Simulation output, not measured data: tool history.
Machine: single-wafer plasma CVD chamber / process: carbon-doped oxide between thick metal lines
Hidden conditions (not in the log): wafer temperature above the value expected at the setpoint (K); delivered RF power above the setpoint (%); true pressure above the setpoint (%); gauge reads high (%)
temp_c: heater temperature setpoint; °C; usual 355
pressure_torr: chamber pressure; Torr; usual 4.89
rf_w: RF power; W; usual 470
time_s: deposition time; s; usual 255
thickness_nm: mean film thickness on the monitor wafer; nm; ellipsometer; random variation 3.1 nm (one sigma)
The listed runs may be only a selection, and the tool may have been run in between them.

| run | day | temp_c | pressure_torr | rf_w | time_s | wafers since the last listed run | hours since the last thermocouple change | hours since the last RF generator calibration | hours since the last manometer calibration | hours since the showerhead was replaced | hours since the gauge calibration | read-back reference wafer on the same gauge, thickness_nm | thickness_nm |
|---|---|---|---|---|---|---|---|---|---|---|---|---|---|
| 1 | 0.000 | 355 | 4.36 | 470 | 255 | 0 | 476.3 | 341.6 | 920.6 | 6578.9 | 780.9 | 1050.093 | 1185.688 |
| 2 | 3.408 | 355 | 4.36 | 470 | 255 | 512 | 558.1 | 423.4 | 1002.4 | 6660.7 | 862.7 | 1049.689 | 1191.543 |
| 3 | 6.079 | 355 | 4.36 | 470 | 255 | 401 | 622.2 | 487.5 | 1066.5 | 6724.8 | 926.8 | 1049.963 | 1189.663 |
| 4 | 7.888 | 355 | 4.89 | 470 | 275 | 272 | 665.6 | 530.9 | 1109.9 | 6768.2 | 970.2 | 1050.374 | 1311.614 |
| 5 | 11.862 | 355 | 4.89 | 470 | 275 | 598 | 761.0 | 626.3 | 1205.3 | 6863.6 | 1065.6 | 1050.374 | 1303.139 |
| 6 | 14.671 | 355 | 4.89 | 470 | 275 | 422 | 828.4 | 693.7 | 1272.7 | 6931.0 | 1133.0 | 1049.717 | 1307.765 |
| 7 | 16.875 | 355 | 4.89 | 470 | 255 | 331 | 881.3 | 746.6 | 1325.6 | 6983.9 | 1185.9 | 1049.900 | 1216.322 |
| 8 | 20.667 | 355 | 4.89 | 470 | 255 | 570 | 972.3 | 837.6 | 1416.6 | 7074.9 | 1276.9 | 1049.903 | 1220.817 |
| 9 | 23.104 | 355 | 4.89 | 470 | 255 | 366 | 1030.8 | 896.1 | 1475.1 | 7133.4 | 1335.4 | 1049.738 | 1218.110 |
|  | 25.225 | gauge calibrated |
| 10 | 26.808 | 355 | 4.89 | 470 | 255 | 557 | 1119.7 | 985.0 | 1564.0 | 7222.3 | 38.0 | 1050.033 | 1222.223 |
|  | 27.250 | thermocouple changed; heater temperature recalibrated |
| 11 | 30.479 | 348 | 4.89 | 470 | 284 | 502 | 77.5 | 1073.1 | 1652.1 | 7310.4 | 126.1 | 1049.931 | 1342.323 |
| 12 | 34.388 | 348 | 4.89 | 470 | 284 | 588 | 171.3 | 1166.9 | 1745.9 | 7404.2 | 219.9 | 1050.331 | 1347.122 |

Run 13 is up next; what results do you expect?
| 13 | 38.829 | 355 | 4.89 | 470 | 255 | 668 | 277.9 | 1273.5 | 1852.5 | 7510.8 | 326.5 | ? | ? |

For run 13 the tool returned read-back reference wafer on the same gauge, thickness_nm 1050.070, thickness_nm 1186.435 nm.
Minus the tool's unlogged condition, the same run would have read thickness_nm 1207.410 nm.
